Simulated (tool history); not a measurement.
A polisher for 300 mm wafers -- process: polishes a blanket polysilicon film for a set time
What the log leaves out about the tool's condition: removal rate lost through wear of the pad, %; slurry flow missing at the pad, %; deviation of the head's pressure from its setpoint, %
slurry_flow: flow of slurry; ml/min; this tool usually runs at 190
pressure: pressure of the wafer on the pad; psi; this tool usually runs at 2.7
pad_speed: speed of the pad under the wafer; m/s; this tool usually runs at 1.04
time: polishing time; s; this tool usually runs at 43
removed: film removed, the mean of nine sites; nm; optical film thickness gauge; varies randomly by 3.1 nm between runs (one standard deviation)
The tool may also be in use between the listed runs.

run	hour	slurry_flow	pressure	pad_speed	time	wafers since the last listed run	wafers polished on this pad	hours since the slurry nozzle was cleaned	hours since the head pressure was calibrated	incoming thickness of the incoming film, nm	removed
1	0.0	235	2.2	1.04	43	0	147	170.2	1031.3	1006.9	292.8
2	17.3	235	2.2	1.04	43	151	298	187.5	1048.6	1022.9	288.0
3	29.0	235	2.2	1.04	43	102	401	199.2	1060.3	1009.6	287.6
4	43.3	190	2.7	1.04	43	125	527	213.5	1074.6	996.8	344.4
5	50.3	190	2.7	1.04	43	61	588	220.5	1081.6	1013.4	345.4
6	58.3	190	2.7	1.04	43	70	658	228.5	1089.6	1009.4	347.7
7	65.4	190	2.7	0.78	39	62	721	235.6	1096.7	1010.5	236.8
8	74.6	190	2.7	0.78	39	80	801	244.8	1105.9	1018.2	235.5
# hour 83.0: worn pad replaced by a new one
9	85.1	190	2.7	1.04	43	57	18	255.3	1116.4	1002.4	346.9
# hour 94.7: slurry nozzle cleaned
10	95.2	190	2.1	1.04	43	79	98	0.5	1126.5	1006.0	266.7
11	110.3	190	2.7	1.04	43	132	230	15.6	1141.6	1013.2	345.0
12	119.4	190	1.9	0.84	43	79	310	24.7	1150.7	1004.3	197.2
13	130.7	135	2.4	1.04	43	99	409	36.0	1162.0	1021.1	300.2
14	147.2	230	2.2	1.04	43	144	554	52.5	1178.5	1004.8	285.9
# hour 161.8: head pressure recalibrated
15	162.3	190	2.7	1.04	43	114	669	67.6	0.5	1018.6	345.5
# hour 180.0: worn pad replaced by a new one
16	186.9	190	1.9	1.04	43	180	60	92.2	25.1	1007.0	244.6
17	196.3	190	2.7	0.94	43	82	143	101.6	34.5	1025.7	315.5
18	208.2	140	2.4	1.04	43	104	247	113.5	46.4	1023.5	300.4
19	220.9	150	3.5	0.94	39	111	359	126.2	59.1	1018.9	358.9
20	236.7	190	2.7	0.92	53	138	498	142.0	74.9	1006.5	379.2
21	245.0	190	2.7	1.32	43	72	570	150.3	83.2	1015.0	436.7
22	260.1	190	2.7	1.04	43	132	703	165.4	98.3	1003.6	345.7
23	274.2	190	2.7	1.04	30	123	827	179.5	112.4	1006.8	243.3

Take each entry between the runs: how does the hidden state at the last listed run before it differ from the hidden state at the first listed run after it?
Run 8 -> run 9: worn pad replaced by a new one (hour 83.0)
  the hidden state is the same at both runs
Run 9 -> run 10: slurry nozzle cleaned (hour 94.7)
  the hidden state is the same at both runs
Run 14 -> run 15: head pressure recalibrated (hour 161.8)
  the hidden state is the same at both runs
Run 15 -> run 16: worn pad replaced by a new one (hour 180.0)
  the hidden state is the same at both runs
